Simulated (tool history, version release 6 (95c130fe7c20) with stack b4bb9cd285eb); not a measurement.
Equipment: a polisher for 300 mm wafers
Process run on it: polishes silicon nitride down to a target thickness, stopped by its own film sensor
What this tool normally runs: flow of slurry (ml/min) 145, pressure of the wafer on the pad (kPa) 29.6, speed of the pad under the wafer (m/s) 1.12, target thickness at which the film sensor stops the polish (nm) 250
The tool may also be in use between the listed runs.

run	hour	flow of slurry (ml/min)	pressure of the wafer on the pad (kPa)	speed of the pad under the wafer (m/s)	target thickness at which the film sensor stops the polish (nm)	incoming thickness of the incoming film, nm	time until the film sensor stopped the polish (s)
1	0.0	145	34.5	1.30	250	384.0	50.0
2	14.8	145	34.5	1.30	250	389.2	51.6
3	30.5	145	29.6	1.12	250	389.8	69.4
4	40.7	145	29.6	1.12	250	387.8	69.6
# hour 53.4: worn pad replaced by a new one
5	57.0	145	29.6	1.12	250	393.4	71.7
6	66.4	145	29.6	1.12	250	393.7	69.6
7	83.6	145	29.6	1.12	250	389.0	68.6
8	91.4	145	29.6	1.12	250	388.9	69.7
9	108.8	145	29.6	1.12	250	387.0	67.3
10	126.6	105	29.6	1.12	250	394.2	74.4
# hour 129.0: head pressure recalibrated
# hour 138.1: worn pad replaced by a new one
11	138.6	105	29.6	1.12	250	396.5	75.0
# hour 146.9: slurry nozzle cleaned
12	153.6	145	29.6	1.12	250	385.8	66.8
13	166.0	145	29.6	1.12	250	387.7	66.7
14	174.1	170	29.6	1.02	250	385.4	70.1
15	186.8	105	29.6	1.12	250	392.1	73.3
16	194.7	115	24.1	0.80	226	388.1	130.1
17	206.1	125	29.6	1.24	250	385.2	62.5
18	217.6	145	34.5	1.12	250	389.2	60.6
19	234.7	115	34.5	1.12	233	386.8	68.8
# hour 240.4: worn pad replaced by a new one
20	251.6	125	29.6	1.12	265	391.9	65.1
21	264.4	125	29.6	1.24	250	385.5	65.4
22	280.5	145	40.0	1.12	280	394.1	42.8
23	289.7	145	29.6	1.48	204	388.2	74.1
24	300.7	100	33.8	1.44	280	386.8	39.4
25	326.8	145	29.6	1.12	209	390.2	87.0
# hour 336.7: worn pad replaced by a new one
26	344.5	110	33.8	1.12	250	397.0	64.0
27	357.7	165	26.9	1.12	297	391.1	50.1
28	368.5	145	29.6	1.12	250	397.1	70.4

Below are 5 alternative next runs, each starting from the tool's condition after run 28. Predict each:
A	368.9	145	29.6	1.12	250	384.1	?
B	368.9	145	19.3	1.12	250	384.1	?
C	368.9	180	38.6	1.12	250	384.1	?
D	368.9	145	29.6	1.42	250	384.1	?
E	368.9	190	20.0	0.80	272	384.1	?

run	time until the film sensor stopped the polish (s)
A	66.7
B	102.4
C	49.9
D	55.2
E	104.9
Stripped of hidden state, with their random variation kept, the same runs would have yielded:
run	time until the film sensor stopped the polish (s)
A	66.7
B	102.4
C	49.9
D	55.2
E	104.9

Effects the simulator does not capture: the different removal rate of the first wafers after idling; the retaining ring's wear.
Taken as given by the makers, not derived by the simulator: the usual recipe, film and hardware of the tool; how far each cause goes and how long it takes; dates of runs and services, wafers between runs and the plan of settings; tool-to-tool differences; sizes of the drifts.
